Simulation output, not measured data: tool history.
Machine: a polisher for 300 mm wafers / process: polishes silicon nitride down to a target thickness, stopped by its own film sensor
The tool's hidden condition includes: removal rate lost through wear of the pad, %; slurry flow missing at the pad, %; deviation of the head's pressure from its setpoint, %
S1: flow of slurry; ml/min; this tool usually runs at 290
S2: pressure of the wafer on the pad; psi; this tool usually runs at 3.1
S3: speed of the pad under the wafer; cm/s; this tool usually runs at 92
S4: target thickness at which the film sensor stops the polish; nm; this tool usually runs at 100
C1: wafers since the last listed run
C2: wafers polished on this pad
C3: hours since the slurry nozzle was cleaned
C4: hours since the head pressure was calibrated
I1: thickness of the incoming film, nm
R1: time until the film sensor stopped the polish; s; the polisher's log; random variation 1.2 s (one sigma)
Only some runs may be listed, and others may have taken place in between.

run   hour   S1   S2   S3   S4   C1   C2     C3     C4     I1     R1
  1      0  290  3.1   92  100    0  745  474.2  307.9  229.3  100.8
      17.8  -- worn pad replaced by a new one
  2   18.3  290  3.1   92  100  102    3  492.5  326.2  227.2   99.8
  3   25.6  290  3.5   92  100   52   55  499.8  333.5  228.6   86.9
  4   31.7  290  3.5   92  100   43   99  505.9  339.6  225.1   85.3
  5   49.3  290  2.5   92  100  125  224  523.5  357.2  233.4  124.8
  6   63.4  290  2.5   92  100  100  325  537.6  371.3  230.2  122.3
  7   74.4  290  2.4   92  100   78  403  548.6  382.3  229.8  126.4
  8   90.5  290  2.4   92  100  114  518  564.7  398.4  230.6  128.2
  9  106.2  290  2.4   92  100  112  630  580.4  414.1  225.5  122.4
 10  120.7  290  3.1  108  100  103  734  594.9  428.6  226.4   91.6
       124  -- slurry nozzle cleaned
     129.3  -- worn pad replaced by a new one
 11  134.1  290  3.1  108  100   59   34   10.1    442    227     85
 12  151.3  290  3.1  108  100  122  156   27.3  459.2  226.1   82.5
 13  183.3  290  3.1   92  100  228  385   59.3  491.2  228.3   92.5
 14  201.3  290  3.1   92  100  128  513   77.3  509.2  229.9   94.5
     250.9  -- worn pad replaced by a new one
 15  251.4  290  3.1   92  100  328    3  127.4  559.3  228.9   94.5
 16  257.1  290  3.1   92  100   40   44  133.1    565  228.4   93.7
 17  264.1  290  3.1   92  100   49   93  140.1    572  233.3   98.9
 18  278.3  290  3.1   92  100  101  195  154.3  586.2  226.9   95.9
 19  289.3  210  3.1   92  100   78  273  165.3  597.2  229.1  100.1
     293.2  -- head pressure recalibrated
 20  298.7  290  3.1   92  130   52  326  174.7    5.5  230.5   76.8
 21  304.8  290  2.5  124   74   43  370  180.8   11.6  227.4  117.6
 22  315.4  290  2.2  106   71   75  445  191.4   22.2  228.3  152.9
 23  327.8  240  4.1   78  100   88  534  203.8   34.6  228.6   81.4
 24  341.9  290  3.1  120   56  100  634  217.9   48.7  227.9    113
 25  348.6  290  3.1   92  100   47  682  224.6   55.4  226.7   93.5
 26    360  245  3.1   70  112   81  764    236   66.8  230.1  101.7
 27  367.5  370  3.1   82   88   53  817  243.5   74.3  229.6  111.6
     377.4  -- worn pad replaced by a new one
 28  377.9  195  3.6  110   81   45    3  253.9   84.7  229.2   93.2
 29  386.8  360  2.3  108  127   63   67  262.8   93.6  228.3     93
 30  394.7  290  3.1   92  100   56  123  270.7  101.5  234.3   99.3
 31  408.7  290  2.2   92  100   99  223  284.7  115.5  232.2  140.4
 32  420.1  320  3.1  104  100   81  304  296.1  126.9  233.1   92.7
 33    436  330  3.4   70   67  113  418    312  142.8  230.9  125.5
 34    448  325  3.1   92  129   85  503    324  154.8  231.3   76.3
 35  461.7  290  3.1   92  139   97  601  337.7  168.5  233.4   73.7
 36  468.9  290  3.1   92  100   51  652  344.9  175.7  225.8   95.2
 37  483.7  260  3.1   60  139  105  758  359.7  190.5  229.6   86.9

Each row is a separate what-if for the run after 37, all from the same tool condition, not one after another. Results?
  A  484.2  290  3.1   92   76   3  762  360.2  191  230.9   ?
  B  484.2  290  3.1   92  120   3  762  360.2  191  230.9   ?
  C  484.2  290  3.1  112  100   3  762  360.2  191  230.9   ?
  D  484.2  290  3.1   92  142   3  762  360.2  191  230.9   ?

run     R1
  A  118.9
  B   85.1
  C     90
  D   68.2
The same runs, with their run-to-run variation unchanged, on a tool lacking any hidden condition would have given:
run     R1
  A  112.9
  B   80.8
  C   85.4
  D   64.8
